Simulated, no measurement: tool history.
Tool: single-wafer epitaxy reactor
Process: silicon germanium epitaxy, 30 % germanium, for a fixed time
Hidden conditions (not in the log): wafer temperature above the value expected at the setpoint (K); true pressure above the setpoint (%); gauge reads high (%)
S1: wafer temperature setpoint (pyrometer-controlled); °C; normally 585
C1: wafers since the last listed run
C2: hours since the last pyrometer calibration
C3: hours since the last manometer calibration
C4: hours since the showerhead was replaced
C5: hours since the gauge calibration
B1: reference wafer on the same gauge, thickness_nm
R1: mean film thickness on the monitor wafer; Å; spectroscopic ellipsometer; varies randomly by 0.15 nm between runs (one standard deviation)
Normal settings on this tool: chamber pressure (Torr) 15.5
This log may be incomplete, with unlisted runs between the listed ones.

{"run": 1, "hour": 0.0, "S1": 585, "chamber pressure (Torr)": 18.2, "C1": 0, "C2": 1613.6, "C3": 441.1, "C4": 7484.5, "C5": 1817.8, "B1": 43.303, "R1": 442.19}
{"run": 2, "hour": 43.7, "S1": 585, "chamber pressure (Torr)": 18.2, "C1": 760, "C2": 1657.3, "C3": 484.8, "C4": 7528.2, "C5": 1861.5, "B1": 43.372, "R1": 435.51}
{"run": 3, "hour": 119.1, "S1": 585, "chamber pressure (Torr)": 15.5, "C1": 1312, "C2": 1732.7, "C3": 560.2, "C4": 7603.6, "C5": 1936.9, "B1": 43.346, "R1": 402.42}
{"run": 4, "hour": 206.5, "S1": 585, "chamber pressure (Torr)": 15.5, "C1": 1521, "C2": 1820.1, "C3": 647.6, "C4": 7691.0, "C5": 2024.3, "B1": 43.456, "R1": 401.37}
{"run": 5, "hour": 274.9, "S1": 585, "chamber pressure (Torr)": 15.5, "C1": 1190, "C2": 1888.5, "C3": 716.0, "C4": 7759.4, "C5": 2092.7, "B1": 43.449, "R1": 398.49}
{"run": 6, "hour": 359.9, "S1": 585, "chamber pressure (Torr)": 15.5, "C1": 1479, "C2": 1973.5, "C3": 801.0, "C4": 7844.4, "C5": 2177.7, "B1": 43.357, "R1": 396.29}
{"hour": 378.7, "done": "showerhead replaced"}
{"run": 7, "hour": 486.1, "S1": 585, "chamber pressure (Torr)": 15.5, "C1": 2057, "C2": 2099.7, "C3": 927.2, "C4": 107.4, "C5": 2303.9, "B1": 43.391, "R1": 395.85}
{"hour": 509.1, "done": "capacitance manometer re-zeroed and calibrated"}
{"run": 8, "hour": 566.8, "S1": 576, "chamber pressure (Torr)": 17.0, "C1": 1265, "C2": 2180.4, "C3": 57.7, "C4": 188.1, "C5": 2384.6, "B1": 43.416, "R1": 351.84}
{"run": 9, "hour": 665.9, "S1": 576, "chamber pressure (Torr)": 17.0, "C1": 1725, "C2": 2279.5, "C3": 156.8, "C4": 287.2, "C5": 2483.7, "B1": 43.425, "R1": 352.0}
{"run": 10, "hour": 738.4, "S1": 574, "chamber pressure (Torr)": 18.3, "C1": 1262, "C2": 2352.0, "C3": 229.3, "C4": 359.7, "C5": 2556.2, "B1": 43.389, "R1": 347.2}
{"run": 11, "hour": 790.6, "S1": 599, "chamber pressure (Torr)": 15.5, "C1": 908, "C2": 2404.2, "C3": 281.5, "C4": 411.9, "C5": 2608.4, "B1": 43.42, "R1": 546.24}
{"run": 12, "hour": 846.9, "S1": 585, "chamber pressure (Torr)": 19.1, "C1": 980, "C2": 2460.5, "C3": 337.8, "C4": 468.2, "C5": 2664.7, "B1": 43.332, "R1": 452.68}
{"run": 13, "hour": 891.7, "S1": 585, "chamber pressure (Torr)": 15.5, "C1": 779, "C2": 2505.3, "C3": 382.6, "C4": 513.0, "C5": 2709.5, "B1": 43.425, "R1": 405.22}
{"run": 14, "hour": 957.1, "S1": 585, "chamber pressure (Torr)": 15.5, "C1": 1138, "C2": 2570.7, "C3": 448.0, "C4": 578.4, "C5": 2774.9, "B1": 43.377, "R1": 400.35}
{"run": 15, "hour": 1044.9, "S1": 585, "chamber pressure (Torr)": 12.3, "C1": 1528, "C2": 2658.5, "C3": 535.8, "C4": 666.2, "C5": 2862.7, "B1": 43.378, "R1": 356.78}
{"run": 16, "hour": 1201.4, "S1": 578, "chamber pressure (Torr)": 12.5, "C1": 2724, "C2": 2815.0, "C3": 692.3, "C4": 822.7, "C5": 3019.2, "B1": 43.406, "R1": 307.83}
{"hour": 1426.2, "done": "capacitance manometer re-zeroed and calibrated"}
{"run": 17, "hour": 1445.0, "S1": 585, "chamber pressure (Torr)": 14.4, "C1": 4101, "C2": 3058.6, "C3": 18.8, "C4": 1066.3, "C5": 3262.8, "B1": 43.507, "R1": 394.74}
{"run": 18, "hour": 1532.5, "S1": 573, "chamber pressure (Torr)": 12.3, "C1": 1523, "C2": 3146.1, "C3": 106.3, "C4": 1153.8, "C5": 3350.3, "B1": 43.376, "R1": 279.08}
{"hour": 1584.9, "done": "pyrometer calibrated"}
{"run": 19, "hour": 1633.9, "S1": 580, "chamber pressure (Torr)": 18.2, "C1": 1626, "C2": 49.0, "C3": 207.7, "C4": 1255.2, "C5": 3451.7, "B1": 43.393, "R1": 395.85}
{"run": 20, "hour": 1683.4, "S1": 594, "chamber pressure (Torr)": 15.5, "C1": 861, "C2": 98.5, "C3": 257.2, "C4": 1304.7, "C5": 3501.2, "B1": 43.381, "R1": 496.36}
{"hour": 1686.9, "done": "gauge calibrated"}
{"run": 21, "hour": 1755.9, "S1": 585, "chamber pressure (Torr)": 15.5, "C1": 1262, "C2": 171.0, "C3": 329.7, "C4": 1377.2, "C5": 69.0, "B1": 43.444, "R1": 405.47}
{"run": 22, "hour": 1816.6, "S1": 585, "chamber pressure (Torr)": 15.5, "C1": 1056, "C2": 231.7, "C3": 390.4, "C4": 1437.9, "C5": 129.7, "B1": 43.376, "R1": 402.64}
{"run": 23, "hour": 1872.7, "S1": 581, "chamber pressure (Torr)": 13.8, "C1": 976, "C2": 287.8, "C3": 446.5, "C4": 1494.0, "C5": 185.8, "B1": 43.451, "R1": 347.63}
{"run": 24, "hour": 2047.8, "S1": 585, "chamber pressure (Torr)": 15.5, "C1": 3048, "C2": 462.9, "C3": 621.6, "C4": 1669.1, "C5": 360.9, "B1": 43.407, "R1": 400.46}
{"run": 25, "hour": 2113.3, "S1": 585, "chamber pressure (Torr)": 14.3, "C1": 1140, "C2": 528.4, "C3": 687.1, "C4": 1734.6, "C5": 426.4, "B1": 43.356, "R1": 383.39}

Expected results for the next run?
{"run": 26, "hour": 2170.9, "S1": 585, "chamber pressure (Torr)": 18.0, "C1": 1002, "C2": 586.0, "C3": 744.7, "C4": 1792.2, "C5": 484.0, "B1": "?", "R1": "?"}

Run 26 measured B1 43.445, R1 432.17 Å.
Had the tool carried no hidden state, the very same run would have given R1 446.84 Å.
